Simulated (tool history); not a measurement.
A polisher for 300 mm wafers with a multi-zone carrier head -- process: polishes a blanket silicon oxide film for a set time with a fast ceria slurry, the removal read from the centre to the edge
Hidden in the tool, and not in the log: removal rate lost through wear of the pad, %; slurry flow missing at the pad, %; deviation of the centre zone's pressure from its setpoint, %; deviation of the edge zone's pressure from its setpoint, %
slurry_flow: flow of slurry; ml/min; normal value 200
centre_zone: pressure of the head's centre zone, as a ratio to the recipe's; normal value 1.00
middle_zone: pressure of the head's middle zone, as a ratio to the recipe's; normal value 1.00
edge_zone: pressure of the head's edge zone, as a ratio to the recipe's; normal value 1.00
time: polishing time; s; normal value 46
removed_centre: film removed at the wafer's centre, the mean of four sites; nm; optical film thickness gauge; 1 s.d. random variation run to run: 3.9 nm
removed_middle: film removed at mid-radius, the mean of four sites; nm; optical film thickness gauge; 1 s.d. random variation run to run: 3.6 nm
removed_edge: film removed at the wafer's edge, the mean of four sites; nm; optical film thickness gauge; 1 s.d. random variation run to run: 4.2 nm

| run | day | slurry_flow | centre_zone | middle_zone | edge_zone | time | wafers since the last listed run | wafers polished on this pad | hours since the slurry nozzle was cleaned | hours since the centre zone pressure was calibrated | hours since the edge zone pressure was calibrated | hours since the carrier head's membrane was replaced | incoming thickness of the incoming film, nm | removed_centre | removed_middle | removed_edge |
|---|---|---|---|---|---|---|---|---|---|---|---|---|---|---|---|---|
| 1 | 0.000 | 200 | 1.00 | 1.00 | 1.00 | 46 | 0 | 584 | 196.5 | 1258.8 | 409.0 | 462.7 | 3292.2 | 339.2 | 335.1 | 343.3 |
| 2 | 0.300 | 200 | 1.00 | 1.00 | 1.00 | 46 | 51 | 635 | 203.7 | 1266.0 | 416.2 | 469.9 | 3242.1 | 332.8 | 334.3 | 333.1 |
| 3 | 0.925 | 200 | 1.00 | 1.00 | 1.00 | 46 | 106 | 742 | 218.7 | 1281.0 | 431.2 | 484.9 | 3212.2 | 327.3 | 335.5 | 339.9 |
| 4 | 1.662 | 200 | 1.00 | 1.00 | 1.00 | 46 | 125 | 867 | 236.4 | 1298.7 | 448.9 | 502.6 | 3239.5 | 338.9 | 326.5 | 333.2 |
| 5 | 2.033 | 200 | 1.00 | 1.00 | 1.00 | 46 | 63 | 930 | 245.3 | 1307.6 | 457.8 | 511.5 | 3209.1 | 331.3 | 328.8 | 330.1 |
|  | 2.425 | carrier head's membrane replaced by a new one |
| 6 | 2.508 | 200 | 1.00 | 1.00 | 1.00 | 46 | 45 | 976 | 256.7 | 1319.0 | 469.2 | 2.0 | 3260.2 | 337.1 | 330.6 | 340.2 |
|  | 2.812 | worn pad replaced by a new one |
| 7 | 2.900 | 200 | 1.00 | 1.00 | 1.00 | 46 | 38 | 14 | 266.1 | 1328.4 | 478.6 | 11.4 | 3250.0 | 359.0 | 359.5 | 360.9 |
| 8 | 3.292 | 200 | 1.00 | 1.00 | 1.00 | 46 | 66 | 81 | 275.5 | 1337.8 | 488.0 | 20.8 | 3210.0 | 346.8 | 348.6 | 351.9 |
|  | 3.538 | slurry nozzle cleaned |
|  | 3.746 | centre zone pressure recalibrated |
| 9 | 3.854 | 165 | 1.07 | 1.00 | 1.05 | 46 | 74 | 155 | 7.6 | 2.6 | 501.5 | 34.3 | 3260.7 | 365.1 | 336.4 | 343.0 |
| 10 | 4.550 | 200 | 1.00 | 1.00 | 1.00 | 46 | 118 | 274 | 24.3 | 19.3 | 518.2 | 51.0 | 3262.7 | 346.4 | 339.6 | 348.1 |
|  | 4.762 | edge zone pressure recalibrated |
| 11 | 4.871 | 240 | 1.11 | 0.90 | 1.00 | 31 | 40 | 314 | 32.0 | 27.0 | 2.6 | 58.7 | 3276.7 | 269.0 | 217.0 | 232.9 |

Run 12 is up next; what results do you expect?
| 12 | 5.292 | 200 | 1.04 | 0.91 | 1.06 | 54 | 71 | 386 | 42.1 | 37.1 | 12.7 | 68.8 | 3229.7 | ? | ? | ? |

removed_centre: 410.9 nm
removed_middle: 366.3 nm
removed_edge: 417.9 nm
If the tool had no hidden condition, the same run with the same run-to-run variation would have returned removed_centre 433.1 nm, removed_middle 386.1 nm, removed_edge 440.5 nm.
